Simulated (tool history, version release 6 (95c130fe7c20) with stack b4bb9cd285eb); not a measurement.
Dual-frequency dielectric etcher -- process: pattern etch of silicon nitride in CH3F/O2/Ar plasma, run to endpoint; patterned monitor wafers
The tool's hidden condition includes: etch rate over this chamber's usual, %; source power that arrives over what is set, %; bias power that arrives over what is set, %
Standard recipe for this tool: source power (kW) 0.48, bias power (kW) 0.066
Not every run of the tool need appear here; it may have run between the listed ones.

run    hour  source power (kW)  bias power (kW)  wafers since the last listed run  hours since the last wet clean  hours since the last source power generator calibration  hours since the last bias power generator calibration  hours since the last upper electrode change  incoming incoming film thickness, nm  endpoint time (s)
  1       0               0.48            0.066                                 0                           108.2                                                   3346.8                                                 2453.2                                       3401.4                                 26.23               36.6
  2    68.3               0.56            0.076                               894                           176.5                                                   3415.1                                                 2521.5                                       3469.7                                 25.95               32.4
  3     121               0.56            0.076                               690                           229.2                                                   3467.8                                                 2574.2                                       3522.4                                 26.16               32.6
  4     164               0.44            0.066                               563                           272.2                                                   3510.8                                                 2617.2                                       3565.4                                 26.18               38.1
  5   258.6               0.56            0.078                              1238                           366.8                                                   3605.4                                                 2711.8                                         3660                                 26.04               32.5
  6     332               0.56            0.078                               961                           440.2                                                   3678.8                                                 2785.2                                       3733.4                                 26.36               32.6
  7   381.4               0.56            0.078                               646                           489.6                                                   3728.2                                                 2834.6                                       3782.8                                 26.09               32.2
  8   443.8                0.4            0.066                               817                             552                                                   3790.6                                                   2897                                       3845.2                                 26.07               39.5
        506  -- bias power generator calibrated
  9   527.8               0.41            0.061                              1047                             636                                                   3874.6                                                   21.8                                       3929.2                                 26.08               40.1
      654.1  -- wet clean of the chamber
 10   654.6               0.39            0.066                              1346                             0.5                                                   4001.4                                                  148.6                                         4056                                 25.75               39.7
 11     689               0.39            0.066                               450                            34.9                                                   4035.8                                                    183                                       4090.4                                 25.94                 40
 12   784.8               0.39            0.066                              1254                           130.7                                                   4131.6                                                  278.8                                       4186.2                                 26.14               40.3
 13   827.5               0.44            0.062                               559                           173.4                                                   4174.3                                                  321.5                                       4228.9                                 25.84                 38
 14   869.8               0.48            0.066                               553                           215.7                                                   4216.6                                                  363.8                                       4271.2                                  26.1               36.3
 15   928.5               0.39            0.061                               768                           274.4                                                   4275.3                                                  422.5                                       4329.9                                 26.31               41.3
 16   977.6               0.48            0.066                               642                           323.5                                                   4324.4                                                  471.6                                         4379                                 26.26               36.7
       1008  -- upper electrode replaced
 17  1026.3               0.48            0.066                               323                           372.2                                                   4373.1                                                  520.3                                         18.3                                 25.88                 36
 18  1072.8               0.52             0.05                               608                           418.7                                                   4419.6                                                  566.8                                         64.8                                 26.07               37.2
 19  1110.6                0.6            0.066                               494                           456.5                                                   4457.4                                                  604.6                                        102.6                                 26.01               32.7
 20  1179.6               0.59            0.078                               903                           525.5                                                   4526.4                                                  673.6                                        171.6                                 26.26               31.6
 21  1249.9               0.42            0.066                               920                           595.8                                                   4596.7                                                  743.9                                        241.9                                 26.17               38.9
     1273.6  -- source power generator calibrated
 22  1296.7               0.38            0.061                               560                           642.6                                                     23.1                                                  790.7                                        288.7                                 26.32                 43
       1369  -- wet clean of the chamber
 23  1369.5               0.48            0.066                               639                             0.5                                                     95.9                                                  863.5                                        361.5                                 25.89               37.2
 24  1423.7               0.56            0.073                               709                            54.7                                                    150.1                                                  917.7                                        415.7                                 25.95               33.4
 25  1469.5                0.4            0.051                               599                           100.5                                                    195.9                                                  963.5                                        461.5                                 26.08               43.6
 26  1561.3               0.51             0.08                              1202                           192.3                                                    287.7                                                 1055.3                                        553.3                                 25.87               33.8
 27  1638.3               0.55            0.066                              1008                           269.3                                                    364.7                                                 1132.3                                        630.3                                  26.3               35.1
 28  1720.9               0.48            0.058                              1081                           351.9                                                    447.3                                                 1214.9                                        712.9                                 26.41               38.9
 29  1820.2               0.48            0.079                              1300                           451.2                                                    546.6                                                 1314.2                                        812.2                                 26.13               35.4
 30  1878.4               0.48            0.066                               762                           509.4                                                    604.8                                                 1372.4                                        870.4                                 26.27               37.5
 31  1937.3               0.48            0.066                               771                           568.3                                                    663.7                                                 1431.3                                        929.3                                 26.22               37.1
 32    2022               0.48            0.066                              1109                             653                                                    748.4                                                   1516                                         1014                                 26.17               37.3
     2052.9  -- wet clean of the chamber
 33    2093               0.48            0.066                               615                            40.1                                                    819.4                                                   1587                                         1085                                 26.06               36.8
 34  2297.2               0.44            0.066                              2673                           244.3                                                   1023.6                                                 1791.2                                       1289.2                                 26.04               38.5
 35  2381.7               0.41            0.073                              1106                           328.8                                                   1108.1                                                 1875.7                                       1373.7                                 26.21                 39
 36  2444.4               0.48            0.052                               821                           391.5                                                   1170.8                                                 1938.4                                       1436.4                                 26.48                 40

Branching from run 36: 3 alternative next runs. What would each branch give?
  A  2444.8               0.48            0.066                                 5                           391.9                                                   1171.2                                                 1938.8                                       1436.8                                 26.05                  ?
  B  2444.8               0.48            0.056                                 5                           391.9                                                   1171.2                                                 1938.8                                       1436.8                                 26.05                  ?
  C  2444.8                0.4            0.075                                 5                           391.9                                                   1171.2                                                 1938.8                                       1436.8                                 26.05                  ?

run  endpoint time (s)
  A               36.9
  B               38.6
  C               38.9
Without the tool's hidden state the same runs would have given:
run  endpoint time (s)
  A               37.1
  B               38.8
  C               39.1
